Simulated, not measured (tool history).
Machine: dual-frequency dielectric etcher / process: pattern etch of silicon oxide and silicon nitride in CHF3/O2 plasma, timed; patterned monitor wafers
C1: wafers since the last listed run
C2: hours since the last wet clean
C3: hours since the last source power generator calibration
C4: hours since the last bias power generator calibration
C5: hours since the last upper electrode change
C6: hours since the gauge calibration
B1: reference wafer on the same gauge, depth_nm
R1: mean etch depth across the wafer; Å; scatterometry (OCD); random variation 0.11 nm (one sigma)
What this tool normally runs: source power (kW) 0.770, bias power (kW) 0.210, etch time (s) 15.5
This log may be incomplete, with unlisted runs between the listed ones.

Run 1, hour 0.0: usual settings but bias power (kW) 0.227; C1 0; C2 205.6; C3 3142.0; C4 3477.2; C5 3748.3; C6 23.6; B1 23.87. Result: R1 286.4 Å.
Run 2, hour 19.5: usual settings but bias power (kW) 0.227; C1 465; C2 225.1; C3 3161.5; C4 3496.7; C5 3767.8; C6 43.1; B1 23.94. Result: R1 287.6 Å.
Run 3, hour 54.5: usual settings; C1 834; C2 260.1; C3 3196.5; C4 3531.7; C5 3802.8; C6 78.1; B1 23.99. Result: R1 280.5 Å.
Run 4, hour 86.9: usual settings; C1 772; C2 292.5; C3 3228.9; C4 3564.1; C5 3835.2; C6 110.5; B1 24.03. Result: R1 281.0 Å.
Run 5, hour 120.6: usual settings; C1 803; C2 326.2; C3 3262.6; C4 3597.8; C5 3868.9; C6 144.2; B1 24.09. Result: R1 278.6 Å.
At hour 133.3: bias power generator calibrated.
At hour 145.6: upper electrode replaced.
At hour 161.5: source power generator calibrated.
At hour 178.7: wet clean of the chamber.
Run 6, hour 179.2: usual settings; C1 502; C2 0.5; C3 17.7; C4 45.9; C5 33.6; C6 202.8; B1 24.12. Result: R1 282.4 Å.
Run 7, hour 186.5: usual settings; C1 174; C2 7.8; C3 25.0; C4 53.2; C5 40.9; C6 210.1; B1 24.08. Result: R1 282.1 Å.
Run 8, hour 204.1: usual settings but source power (kW) 0.650, bias power (kW) 0.179, etch time (s) 11.5; C1 419; C2 25.4; C3 42.6; C4 70.8; C5 58.5; C6 227.7; B1 24.11. Result: R1 191.8 Å.
Run 9, hour 223.6: usual settings but source power (kW) 0.880; C1 465; C2 44.9; C3 62.1; C4 90.3; C5 78.0; C6 247.2; B1 24.12. Result: R1 291.4 Å.
Run 10, hour 246.4: usual settings; C1 543; C2 67.7; C3 84.9; C4 113.1; C5 100.8; C6 270.0; B1 24.15. Result: R1 283.3 Å.
Run 11, hour 263.9: usual settings but source power (kW) 0.940, bias power (kW) 0.234, etch time (s) 12.5; C1 417; C2 85.2; C3 102.4; C4 130.6; C5 118.3; C6 287.5; B1 24.13. Result: R1 245.8 Å.
At hour 288.5: gauge calibrated.
Run 12, hour 318.4: usual settings but source power (kW) 0.620, etch time (s) 13.0; C1 1300; C2 139.7; C3 156.9; C4 185.1; C5 172.8; C6 29.9; B1 23.88. Result: R1 224.3 Å.
Run 13, hour 351.4: usual settings but source power (kW) 0.680; C1 787; C2 172.7; C3 189.9; C4 218.1; C5 205.8; C6 62.9; B1 23.87. Result: R1 273.0 Å.
Run 14, hour 380.1: usual settings; C1 684; C2 201.4; C3 218.6; C4 246.8; C5 234.5; C6 91.6; B1 23.94. Result: R1 281.0 Å.
Run 15, hour 405.7: usual settings but source power (kW) 0.850; C1 610; C2 227.0; C3 244.2; C4 272.4; C5 260.1; C6 117.2; B1 23.97. Result: R1 286.5 Å.

Branching from run 15: 5 alternative next runs. What would each branch give?
Run A, hour 406.1: usual settings; C1 9; C2 227.4; C3 244.6; C4 272.8; C5 260.5; C6 117.6; B1 ?. Result: R1 ?.
Run B, hour 406.1: usual settings but source power (kW) 0.830, bias power (kW) 0.183, etch time (s) 11.5; C1 9; C2 227.4; C3 244.6; C4 272.8; C5 260.5; C6 117.6; B1 ?. Result: R1 ?.
Run C, hour 406.1: usual settings but source power (kW) 0.670, bias power (kW) 0.173, etch time (s) 11.5; C1 9; C2 227.4; C3 244.6; C4 272.8; C5 260.5; C6 117.6; B1 ?. Result: R1 ?.
Run D, hour 406.1: usual settings but source power (kW) 0.950, bias power (kW) 0.188, etch time (s) 12.0; C1 9; C2 227.4; C3 244.6; C4 272.8; C5 260.5; C6 117.6; B1 ?. Result: R1 ?.
Run E, hour 406.1: usual settings but source power (kW) 0.880, bias power (kW) 0.253; C1 9; C2 227.4; C3 244.6; C4 272.8; C5 260.5; C6 117.6; B1 ?. Result: R1 ?.

run     B1     R1
  A  23.97  280.9
  B  23.97  203.4
  C  23.97  190.6
  D  23.97  221.1
  E  23.97  307.3
Had the tool no hidden state, the same runs would have come out as:
run     R1
  A  278.6
  B  201.7
  C  189.1
  D  219.3
  E  304.7

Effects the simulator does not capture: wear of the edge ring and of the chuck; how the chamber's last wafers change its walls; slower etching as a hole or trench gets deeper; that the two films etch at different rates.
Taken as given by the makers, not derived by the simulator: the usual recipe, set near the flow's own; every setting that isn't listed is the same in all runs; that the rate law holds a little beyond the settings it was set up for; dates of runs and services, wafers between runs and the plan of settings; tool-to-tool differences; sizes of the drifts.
